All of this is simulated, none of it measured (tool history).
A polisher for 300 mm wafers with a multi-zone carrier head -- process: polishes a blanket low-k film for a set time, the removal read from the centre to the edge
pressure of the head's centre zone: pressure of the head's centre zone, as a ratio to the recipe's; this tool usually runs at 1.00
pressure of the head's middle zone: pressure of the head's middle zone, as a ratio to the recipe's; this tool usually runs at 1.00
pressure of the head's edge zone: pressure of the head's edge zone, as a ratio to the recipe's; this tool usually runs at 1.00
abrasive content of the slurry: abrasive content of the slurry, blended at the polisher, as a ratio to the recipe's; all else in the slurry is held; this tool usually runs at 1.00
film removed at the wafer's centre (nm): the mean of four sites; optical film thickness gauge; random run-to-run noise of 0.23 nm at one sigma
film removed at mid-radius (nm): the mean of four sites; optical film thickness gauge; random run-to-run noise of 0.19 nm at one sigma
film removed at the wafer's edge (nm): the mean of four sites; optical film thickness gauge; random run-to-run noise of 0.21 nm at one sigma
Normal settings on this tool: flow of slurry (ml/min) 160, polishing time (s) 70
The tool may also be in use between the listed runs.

run	hour	flow of slurry (ml/min)	pressure of the head's centre zone	pressure of the head's middle zone	pressure of the head's edge zone	abrasive content of the slurry	polishing time (s)	incoming thickness of the incoming film, nm	film removed at the wafer's centre (nm)	film removed at mid-radius (nm)	film removed at the wafer's edge (nm)
1	0.0	160	1.00	0.92	1.00	1.00	78	750.7	18.4	17.3	18.8
2	28.9	160	1.00	0.92	1.00	1.00	78	763.9	18.5	17.4	18.5
# hour 37.7: centre zone pressure recalibrated
3	48.7	160	1.00	0.92	1.00	1.00	78	747.5	17.8	17.6	18.8
4	67.3	160	1.00	1.00	1.00	1.00	70	737.0	16.1	16.9	16.7
5	81.2	160	1.00	1.00	1.00	1.00	70	762.3	16.1	16.6	17.0
6	107.8	160	1.00	1.00	1.00	1.00	70	746.6	15.7	16.2	16.4
# hour 134.7: worn pad replaced by a new one
7	139.5	160	1.08	1.00	0.90	1.00	51	746.2	12.5	11.8	11.2
8	158.5	160	1.00	1.09	1.00	1.00	70	754.0	16.0	17.1	16.4
9	173.9	205	1.11	1.00	1.00	1.00	70	737.8	18.7	17.0	17.1
10	192.3	160	1.00	1.00	0.96	1.00	70	756.2	15.3	16.0	15.8
# hour 196.1: slurry nozzle cleaned
11	209.9	205	1.11	1.00	1.00	1.00	70	751.1	19.5	17.6	17.4
# hour 310.2: edge zone pressure recalibrated
12	310.8	160	1.00	1.00	1.00	1.00	70	744.4	16.9	17.0	17.3
# hour 317.9: worn pad replaced by a new one
13	328.1	125	1.00	1.00	1.00	1.00	78	756.0	17.1	17.5	18.1
# hour 345.1: carrier head's membrane replaced by a new one
14	359.3	160	1.00	1.00	1.00	1.30	54	742.6	14.2	15.0	14.8
15	390.2	160	1.00	1.11	1.00	1.30	70	743.5	18.8	21.3	19.1
16	417.6	125	1.00	1.00	1.00	1.00	70	745.4	15.4	15.9	16.2
17	443.4	195	1.06	1.00	0.91	1.15	70	744.1	19.8	18.9	17.5
18	456.3	160	1.00	1.00	1.00	1.00	81	762.0	19.2	19.4	19.2
19	478.8	160	1.00	1.08	1.05	0.85	48	741.1	10.2	11.0	10.8
# hour 495.9: worn pad replaced by a new one
20	505.5	160	1.00	1.00	1.00	1.00	70	734.2	16.2	16.9	16.6
21	537.5	160	1.00	1.00	0.93	1.00	70	750.2	16.4	16.6	16.0

Branching from run 21: 5 alternative next runs. What would each branch give?
A	537.9	160	1.00	1.00	1.00	0.70	70	752.3	?	?	?
B	537.9	140	1.00	1.09	1.00	1.00	70	752.3	?	?	?
C	537.9	160	1.07	1.00	1.00	1.00	70	752.3	?	?	?
D	537.9	160	1.09	1.00	1.00	1.00	70	752.3	?	?	?
E	537.9	120	1.00	1.00	1.00	1.00	82	752.3	?	?	?

run	film removed at the wafer's centre (nm)	film removed at mid-radius (nm)	film removed at the wafer's edge (nm)
A	13.1	13.6	13.5
B	15.6	17.4	16.3
C	17.4	16.8	16.7
D	17.7	16.8	16.7
E	17.3	18.1	18.5
With the hidden condition removed and each run's random variation left untouched, the same runs would have given:
run	film removed at the wafer's centre (nm)	film removed at mid-radius (nm)	film removed at the wafer's edge (nm)
A	13.8	14.2	13.9
B	16.5	18.3	16.9
C	18.2	17.5	17.2
D	18.6	17.5	17.2
E	18.5	19.2	19.2
